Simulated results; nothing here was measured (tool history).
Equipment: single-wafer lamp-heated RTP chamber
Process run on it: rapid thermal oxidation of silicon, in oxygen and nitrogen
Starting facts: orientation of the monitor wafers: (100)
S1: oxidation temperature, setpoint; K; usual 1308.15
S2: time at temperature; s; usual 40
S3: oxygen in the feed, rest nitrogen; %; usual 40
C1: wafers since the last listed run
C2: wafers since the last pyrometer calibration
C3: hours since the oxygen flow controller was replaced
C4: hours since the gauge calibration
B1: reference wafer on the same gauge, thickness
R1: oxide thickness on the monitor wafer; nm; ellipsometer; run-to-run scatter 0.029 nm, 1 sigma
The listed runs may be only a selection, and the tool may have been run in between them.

run,hour,S1,S2,S3,C1,C2,C3,C4,B1,R1
1,0,1308.15,25,40,0,3143,3229.6,514.6,4.588,4.425
2,12.2,1287.15,40,40,135,3278,3241.8,526.8,4.582,4.702
3,30.3,1308.15,40,40,201,3479,3259.9,544.9,4.575,5.356
4,64.4,1308.15,40,40,378,3858,3294,579,4.577,5.363
5,148.4,1328.15,40,40,933,4792,3378,663,4.573,6.097
6,160.5,1292.15,27,40,134,4926,3390.1,675.1,4.592,4.098
7,194.1,1292.15,27,40,373,5300,3423.7,708.7,4.579,4.165
8,215.7,1292.15,27,40,240,5540,3445.3,730.3,4.591,4.125
# hour 273.7: pyrometer window cleaned and pyrometer calibrated
9,303.2,1308.15,40,55,883,327,3532.8,817.8,4.573,5.775
10,337.6,1308.15,40,40,382,709,3567.2,852.2,4.583,5.218
11,366.2,1308.15,40,40,317,1027,3595.8,880.8,4.578,5.292
12,388.1,1308.15,40,40,243,1271,3617.7,902.7,4.591,5.304
13,423.7,1308.15,40,40,395,1666,3653.3,938.3,4.582,5.279
14,455.7,1308.15,40,40,355,2022,3685.3,970.3,4.581,5.302
15,495,1317.15,55,26,436,2458,3724.6,1009.6,4.581,5.607
16,528.2,1308.15,40,30,368,2827,3757.8,1042.8,4.583,4.886
17,563.9,1335.15,55,29,396,3224,3793.5,1078.5,4.571,6.568
18,592.5,1278.15,40,22,317,3542,3822.1,1107.1,4.574,3.728
19,620.1,1308.15,40,40,306,3849,3849.7,1134.7,4.584,5.368
# hour 626.2: gauge calibrated
20,669.2,1308.15,40,40,545,4394,3898.8,43,4.57,5.368
# hour 692.6: oxygen flow controller replaced
21,695.6,1285.15,47,54,204,4599,3,69.4,4.582,5.443
22,708.2,1320.15,40,68,140,4739,15.6,82,4.594,7.005
23,738.2,1308.15,40,40,333,5072,45.6,112,4.582,5.391
# hour 759.6: pyrometer window cleaned and pyrometer calibrated
24,760.6,1308.15,40,40,160,11,68,134.4,4.574,5.171
25,773.5,1308.15,52,30,143,154,80.9,147.3,4.588,5.296
26,794.4,1308.15,40,21,232,386,101.8,168.2,4.595,4.234
27,860.8,1291.15,52,30,737,1124,168.2,234.6,4.586,4.823
28,881.4,1308.15,40,40,228,1353,188.8,255.2,4.567,5.299

Branching from run 28: 5 alternative next runs. What would each branch give?
A,881.9,1308.15,57,40,5,1359,189.3,255.7,?,?
B,881.9,1308.15,40,17,5,1359,189.3,255.7,?,?
C,881.9,1290.15,48,17,5,1359,189.3,255.7,?,?
D,881.9,1308.15,28,40,5,1359,189.3,255.7,?,?
E,881.9,1337.15,21,62,5,1359,189.3,255.7,?,?

run,B1,R1
A,4.577,6.153
B,4.577,4.052
C,4.577,3.914
D,4.577,4.58
E,4.577,5.693
With no hidden state in the tool, these same runs would have given:
run,R1
A,5.968
B,3.951
C,3.819
D,4.452
E,5.529

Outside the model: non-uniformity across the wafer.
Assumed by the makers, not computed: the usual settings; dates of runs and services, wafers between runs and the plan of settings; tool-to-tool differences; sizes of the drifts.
